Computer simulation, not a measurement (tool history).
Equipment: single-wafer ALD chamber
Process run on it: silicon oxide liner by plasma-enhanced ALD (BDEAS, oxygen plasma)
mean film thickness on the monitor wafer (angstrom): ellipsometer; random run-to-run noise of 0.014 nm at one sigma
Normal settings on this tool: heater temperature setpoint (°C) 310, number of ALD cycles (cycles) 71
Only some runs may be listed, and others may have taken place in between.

run,hour,heater temperature setpoint (°C),number of ALD cycles (cycles),wafers since the last listed run,hours since the last thermocouple change,hours since the gauge calibration,"read-back reference wafer on the same gauge, thickness_nm",mean film thickness on the monitor wafer (angstrom)
1,0,310,71,0,1941.9,184.5,6.431,57.74
2,17.7,319,64,63,1959.6,202.2,6.44,51.22
3,35.1,310,71,61,1977,219.6,6.431,57.7
4,45.2,310,71,35,1987.1,229.7,6.437,57.67
5,56.4,310,71,39,1998.3,240.9,6.439,57.83
6,68.6,310,71,43,2010.5,253.1,6.435,57.84
7,81,310,71,44,2022.9,265.5,6.443,57.96
8,99,310,71,64,2040.9,283.5,6.446,57.83
9,105.5,310,71,23,2047.4,290,6.446,57.89
10,122.7,310,71,61,2064.6,307.2,6.446,57.58
11,135.1,310,71,44,2077,319.6,6.446,58.03
12,145.1,310,71,35,2087,329.6,6.458,57.81
13,156.3,310,71,39,2098.2,340.8,6.451,58.04
14,173.2,310,67,60,2115.1,357.7,6.453,54.55
# hour 192.5: thermocouple changed; heater temperature recalibrated
15,193,310,71,42,0.5,377.5,6.448,58.01
16,204.9,325,71,42,12.4,389.4,6.454,56.32
17,217.7,310,71,45,25.2,402.2,6.454,57.91
18,230.8,314,71,46,38.3,415.3,6.456,57.7
19,249.4,302,71,66,56.9,433.9,6.459,58.44
20,261.5,304,79,43,69,446,6.463,65.13
21,267.7,310,65,22,75.2,452.2,6.452,53.05
# hour 277.7: gauge calibrated
22,278.8,304,79,39,86.3,1.1,6.356,63.99
23,294.2,310,71,54,101.7,16.5,6.371,57.09
24,304.3,316,76,35,111.8,26.6,6.373,60.65
25,314.6,314,83,36,122.1,36.9,6.375,66.57
26,326.4,310,78,42,133.9,48.7,6.393,62.96
27,342.3,320,77,56,149.8,64.6,6.398,61.21
28,368.8,310,80,94,176.3,91.1,6.409,64.85
29,386.1,324,82,61,193.6,108.4,6.416,65.05

Below are 4 alternative next runs, each starting from the tool's condition after run 29. Predict each:
A,386.6,310,71,1,194.1,108.9,?,?
B,386.6,320,82,1,194.1,108.9,?,?
C,386.6,303,61,1,194.1,108.9,?,?
D,386.6,310,83,1,194.1,108.9,?,?

run,"read-back reference wafer on the same gauge, thickness_nm",mean film thickness on the monitor wafer (angstrom)
A,6.417,57.76
B,6.417,65.64
C,6.417,50.19
D,6.417,67.52
Stripped of hidden state, with their random variation kept, the same runs would have yielded:
run,mean film thickness on the monitor wafer (angstrom)
A,57.26
B,65.06
C,49.75
D,66.93

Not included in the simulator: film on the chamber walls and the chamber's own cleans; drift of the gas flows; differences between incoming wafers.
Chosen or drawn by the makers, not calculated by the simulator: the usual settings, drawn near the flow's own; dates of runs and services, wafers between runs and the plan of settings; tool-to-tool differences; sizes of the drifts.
